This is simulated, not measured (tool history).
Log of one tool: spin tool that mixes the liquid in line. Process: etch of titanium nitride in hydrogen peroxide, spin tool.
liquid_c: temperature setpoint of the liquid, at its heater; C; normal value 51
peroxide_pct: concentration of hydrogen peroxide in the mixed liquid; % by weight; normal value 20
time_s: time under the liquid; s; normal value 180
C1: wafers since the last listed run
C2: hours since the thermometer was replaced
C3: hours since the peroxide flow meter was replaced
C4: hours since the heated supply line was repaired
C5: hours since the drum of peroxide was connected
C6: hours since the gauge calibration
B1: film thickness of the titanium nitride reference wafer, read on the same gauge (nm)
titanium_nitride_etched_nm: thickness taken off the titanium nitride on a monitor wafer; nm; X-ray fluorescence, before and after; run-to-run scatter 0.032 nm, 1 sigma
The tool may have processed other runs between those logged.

Run 1, hour 0: usual settings but peroxide_pct 16 % by weight; C1 0; C2 2349.6; C3 2252.5; C4 4190.9; C5 633.5; C6 958.8; B1 30. Result: titanium_nitride_etched_nm 5.27 nm.
At hour 1.7: peroxide flow meter replaced.
Run 2, hour 19.9: usual settings but peroxide_pct 16 % by weight; C1 133; C2 2369.5; C3 18.2; C4 4210.8; C5 653.4; C6 978.7; B1 29.97. Result: titanium_nitride_etched_nm 5.26 nm.
Run 3, hour 47.2: usual settings; C1 192; C2 2396.8; C3 45.5; C4 4238.1; C5 680.7; C6 1006; B1 29.99. Result: titanium_nitride_etched_nm 5.54 nm.
Run 4, hour 60.5: usual settings; C1 93; C2 2410.1; C3 58.8; C4 4251.4; C5 694; C6 1019.3; B1 30. Result: titanium_nitride_etched_nm 5.54 nm.
At hour 72.3: heated supply line repaired.
At hour 138.6: new drum of peroxide connected.
Run 5, hour 145.4: usual settings but peroxide_pct 17.5 % by weight; C1 583; C2 2495; C3 143.7; C4 73.1; C5 6.8; C6 1104.2; B1 30.02. Result: titanium_nitride_etched_nm 5.37 nm.
At hour 153.5: gauge calibrated.
Run 6, hour 166.4: usual settings but peroxide_pct 17.5 % by weight; C1 147; C2 2516; C3 164.7; C4 94.1; C5 27.8; C6 12.9; B1 30.04. Result: titanium_nitride_etched_nm 5.35 nm.
Run 7, hour 185.7: usual settings but peroxide_pct 17.5 % by weight; C1 135; C2 2535.3; C3 184; C4 113.4; C5 47.1; C6 32.2; B1 30. Result: titanium_nitride_etched_nm 5.37 nm.
Run 8, hour 218.2: usual settings but peroxide_pct 23.5 % by weight, time_s 245 s; C1 228; C2 2567.8; C3 216.5; C4 145.9; C5 79.6; C6 64.7; B1 29.98. Result: titanium_nitride_etched_nm 7.73 nm.
Run 9, hour 245.2: usual settings but liquid_c 44 C, peroxide_pct 16.5 % by weight, time_s 220 s; C1 190; C2 2594.8; C3 243.5; C4 172.9; C5 106.6; C6 91.7; B1 29.99. Result: titanium_nitride_etched_nm 3.86 nm.
Run 10, hour 273.5: usual settings but peroxide_pct 18 % by weight, time_s 280 s; C1 199; C2 2623.1; C3 271.8; C4 201.2; C5 134.9; C6 120; B1 30.02. Result: titanium_nitride_etched_nm 8.41 nm.
Run 11, hour 293.5: usual settings; C1 140; C2 2643.1; C3 291.8; C4 221.2; C5 154.9; C6 140; B1 29.98. Result: titanium_nitride_etched_nm 5.51 nm.
Run 12, hour 327.4: usual settings but liquid_c 44.5 C, peroxide_pct 16.5 % by weight, time_s 110 s; C1 238; C2 2677; C3 325.7; C4 255.1; C5 188.8; C6 173.9; B1 30.02. Result: titanium_nitride_etched_nm 2 nm.
Run 13, hour 353.9: usual settings but peroxide_pct 22.5 % by weight, time_s 145 s; C1 186; C2 2703.5; C3 352.2; C4 281.6; C5 215.3; C6 200.4; B1 30.01. Result: titanium_nitride_etched_nm 4.55 nm.
Run 14, hour 382.3: usual settings; C1 199; C2 2731.9; C3 380.6; C4 310; C5 243.7; C6 228.8; B1 29.99. Result: titanium_nitride_etched_nm 5.51 nm.
At hour 416.6: thermometer replaced.
Run 15, hour 426.8: usual settings but time_s 250 s; C1 306; C2 10.2; C3 425.1; C4 354.5; C5 288.2; C6 273.3; B1 29.99. Result: titanium_nitride_etched_nm 7.68 nm.
Run 16, hour 470.2: usual settings but time_s 215 s; C1 305; C2 53.6; C3 468.5; C4 397.9; C5 331.6; C6 316.7; B1 30.02. Result: titanium_nitride_etched_nm 6.57 nm.

Run 17 has not been measured yet. What should we expect?
Run 17, hour 491.6: usual settings but peroxide_pct 18.5 % by weight; C1 150; C2 75; C3 489.9; C4 419.3; C5 353; C6 338.1; B1 ?. Result: titanium_nitride_etched_nm ?.

Run 17 produced B1 30.06, titanium_nitride_etched_nm 5.37 nm.
Had the tool carried no hidden state, the very same run would have given titanium_nitride_etched_nm 5.37 nm.
